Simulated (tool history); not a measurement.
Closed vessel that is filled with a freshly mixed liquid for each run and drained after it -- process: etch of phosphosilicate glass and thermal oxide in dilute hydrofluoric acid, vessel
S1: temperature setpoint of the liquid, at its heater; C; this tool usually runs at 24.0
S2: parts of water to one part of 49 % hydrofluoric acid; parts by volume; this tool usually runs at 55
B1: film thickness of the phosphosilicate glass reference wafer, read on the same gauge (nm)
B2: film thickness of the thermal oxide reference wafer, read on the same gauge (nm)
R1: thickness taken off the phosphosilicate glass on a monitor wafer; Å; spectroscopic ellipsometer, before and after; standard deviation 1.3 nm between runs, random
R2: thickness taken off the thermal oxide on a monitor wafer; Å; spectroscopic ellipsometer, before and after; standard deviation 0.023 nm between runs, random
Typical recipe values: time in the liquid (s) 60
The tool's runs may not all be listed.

Run 1, hour 0.0: usual settings; B1 59.96; B2 99.99. Result: R1 1828.6 Å, R2 50.3 Å.
At hour 1.2: gauge calibrated.
Run 2, hour 23.4: usual settings; B1 59.99; B2 100.01. Result: R1 1854.0 Å, R2 50.1 Å.
Run 3, hour 44.4: usual settings; B1 60.05; B2 100.01. Result: R1 1873.0 Å, R2 50.5 Å.
Run 4, hour 66.1: usual settings; B1 60.01; B2 100.03. Result: R1 1860.2 Å, R2 50.6 Å.
Run 5, hour 91.6: usual settings; B1 59.98; B2 99.97. Result: R1 1852.3 Å, R2 51.1 Å.
Run 6, hour 107.1: usual settings; B1 60.01; B2 100.02. Result: R1 1869.3 Å, R2 50.8 Å.
Run 7, hour 141.7: usual settings but S1 20.0 C, S2 25 parts by volume, time in the liquid (s) 85; B1 59.95; B2 99.98. Result: R1 5109.0 Å, R2 138.6 Å.
Run 8, hour 160.1: usual settings but S2 65 parts by volume, time in the liquid (s) 30; B1 60.01; B2 99.98. Result: R1 778.2 Å, R2 21.3 Å.
Run 9, hour 179.5: usual settings but S1 21.0 C, S2 70 parts by volume, time in the liquid (s) 45; B1 59.99; B2 99.99. Result: R1 959.0 Å, R2 26.1 Å.
Run 10, hour 207.8: usual settings but S1 21.0 C; B1 60.07; B2 100.01. Result: R1 1653.3 Å, R2 45.3 Å.
Run 11, hour 238.1: usual settings but S2 65 parts by volume; B1 60.01; B2 99.98. Result: R1 1596.4 Å, R2 43.1 Å.
Run 12, hour 270.9: usual settings; B1 60.02; B2 100.01. Result: R1 1890.4 Å, R2 51.8 Å.
At hour 284.6: hydrofluoric acid flow meter replaced.
Run 13, hour 287.2: usual settings but S1 29.0 C; B1 59.99; B2 100.00. Result: R1 2427.1 Å, R2 66.0 Å.
Run 14, hour 310.7: usual settings; B1 59.97; B2 100.00. Result: R1 1994.8 Å, R2 53.6 Å.
Run 15, hour 335.5: usual settings but time in the liquid (s) 75; B1 59.95; B2 100.01. Result: R1 2495.1 Å, R2 67.8 Å.
Run 16, hour 351.4: usual settings but S1 27.5 C, time in the liquid (s) 45; B1 60.01; B2 99.99. Result: R1 1722.7 Å, R2 47.0 Å.
Run 17, hour 371.8: usual settings; B1 60.00; B2 100.01. Result: R1 2000.5 Å, R2 54.5 Å.
At hour 405.7: hydrofluoric acid flow meter replaced, repeated, since the last time left the tool worse.
Run 18, hour 406.2: usual settings but time in the liquid (s) 45; B1 59.99; B2 100.03. Result: R1 1331.2 Å, R2 36.2 Å.
Run 19, hour 435.0: usual settings but S1 21.5 C, S2 65 parts by volume; B1 60.00; B2 100.05. Result: R1 1349.2 Å, R2 36.5 Å.
Run 20, hour 459.6: usual settings but S2 85 parts by volume; B1 60.02; B2 100.00. Result: R1 1116.8 Å, R2 30.5 Å.
Run 21, hour 472.8: usual settings but S2 35 parts by volume; B1 60.02; B2 99.99. Result: R1 2888.5 Å, R2 77.9 Å.
Run 22, hour 485.9: usual settings but S1 21.5 C, time in the liquid (s) 30; B1 60.01; B2 99.96. Result: R1 822.5 Å, R2 22.0 Å.
Run 23, hour 519.7: usual settings; B1 59.98; B2 99.97. Result: R1 1806.4 Å, R2 48.8 Å.
Run 24, hour 551.1: usual settings but S1 26.0 C, S2 40 parts by volume, time in the liquid (s) 75; B1 59.97; B2 99.99. Result: R1 3466.6 Å, R2 93.2 Å.
Run 25, hour 567.6: usual settings but S1 21.5 C, S2 70 parts by volume, time in the liquid (s) 30; B1 60.02; B2 100.03. Result: R1 621.9 Å, R2 17.1 Å.

A few steps of R1 between consecutive runs. Split each: what settings, incoming material and random variation would produce without the hidden state, and what is left over for the hidden state, along with gauge scatter present in only one of the two compared results (measured, and without hidden state):
Unlogged tool condition in this case: liquid hotter than its thermometer reads (K); hydrofluoric acid flow above the setpoint (%); gauge reads high (%).
Run 6 -> 7: S1 24.0 -> 20.0, S2 55 -> 25, time in the liquid (s) 60 -> 85. R1 +3239.7 Å: hidden state +180.6, all else +3059.1.
Run 7 -> 8: S1 20.0 -> 24.0, S2 25 -> 65, time in the liquid (s) 85 -> 30. R1 -4330.8 Å: hidden state -235.0, all else -4095.8.
Run 17 -> 18: time in the liquid (s) 60 -> 45, hydrofluoric acid flow meter replaced, repeated, since the last time left the tool worse. R1 -669.3 Å: hidden state -218.4, all else -450.9.
